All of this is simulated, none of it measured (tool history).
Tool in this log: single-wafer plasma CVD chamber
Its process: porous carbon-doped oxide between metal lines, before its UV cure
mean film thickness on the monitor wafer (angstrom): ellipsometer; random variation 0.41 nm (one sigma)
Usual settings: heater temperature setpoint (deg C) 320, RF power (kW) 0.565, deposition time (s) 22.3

| run | hour | heater temperature setpoint (deg C) | RF power (kW) | deposition time (s) | read-back reference wafer on the same gauge, thickness_nm | mean film thickness on the monitor wafer (angstrom) |
|---|---|---|---|---|---|---|
| 1 | 0.0 | 320 | 0.565 | 22.3 | 106.991 | 1120.31 |
| 2 | 81.1 | 320 | 0.565 | 22.3 | 107.028 | 1117.27 |
| 3 | 188.4 | 311 | 0.565 | 22.3 | 107.059 | 1159.08 |
| 4 | 261.0 | 311 | 0.565 | 22.3 | 106.946 | 1152.28 |
| 5 | 300.7 | 311 | 0.565 | 22.3 | 106.984 | 1156.08 |
| 6 | 337.7 | 320 | 0.565 | 22.3 | 107.000 | 1104.68 |
| 7 | 417.1 | 320 | 0.565 | 22.3 | 107.014 | 1102.70 |
| 8 | 459.9 | 320 | 0.565 | 22.3 | 106.892 | 1098.89 |
|  | 471.6 | gauge calibrated |
| 9 | 527.5 | 320 | 0.565 | 22.3 | 106.875 | 1102.32 |
| 10 | 611.6 | 320 | 0.565 | 22.3 | 107.049 | 1099.19 |
| 11 | 711.9 | 320 | 0.565 | 22.3 | 107.024 | 1092.52 |
|  | 756.1 | thermocouple changed; heater temperature recalibrated |
| 12 | 760.1 | 306 | 0.485 | 22.3 | 107.049 | 1107.55 |
|  | 790.7 | RF generator calibrated |
| 13 | 847.0 | 306 | 0.485 | 22.3 | 107.024 | 1125.68 |
| 14 | 954.3 | 320 | 0.565 | 22.3 | 106.968 | 1119.58 |
| 15 | 1022.1 | 308 | 0.615 | 18.8 | 106.991 | 1041.67 |
|  | 1056.7 | showerhead replaced |
| 16 | 1086.0 | 324 | 0.565 | 18.8 | 106.984 | 933.13 |
| 17 | 1151.0 | 320 | 0.665 | 19.4 | 107.020 | 1058.42 |
| 18 | 1256.1 | 309 | 0.670 | 24.5 | 107.059 | 1396.41 |
| 19 | 1298.2 | 320 | 0.660 | 22.3 | 106.993 | 1200.86 |
| 20 | 1346.4 | 328 | 0.525 | 18.1 | 106.899 | 841.89 |
| 21 | 1392.7 | 320 | 0.565 | 25.1 | 107.053 | 1239.98 |

Below are 4 alternative next runs, each starting from the tool's condition after run 21. Predict each:
| A | 1393.1 | 320 | 0.565 | 19.0 | ? | ? |
| B | 1393.1 | 328 | 0.665 | 19.3 | ? | ? |
| C | 1393.1 | 320 | 0.640 | 18.1 | ? | ? |
| D | 1393.1 | 330 | 0.495 | 21.1 | ? | ? |

| run | read-back reference wafer on the same gauge, thickness_nm | mean film thickness on the monitor wafer (angstrom) |
|---|---|---|
| A | 106.987 | 947.12 |
| B | 106.987 | 1008.68 |
| C | 106.987 | 962.22 |
| D | 106.987 | 940.56 |
Take away the tool's hidden state, keep each run's random variation, and the runs would have read:
| run | mean film thickness on the monitor wafer (angstrom) |
|---|---|
| A | 983.77 |
| B | 1047.22 |
| C | 999.34 |
| D | 976.58 |
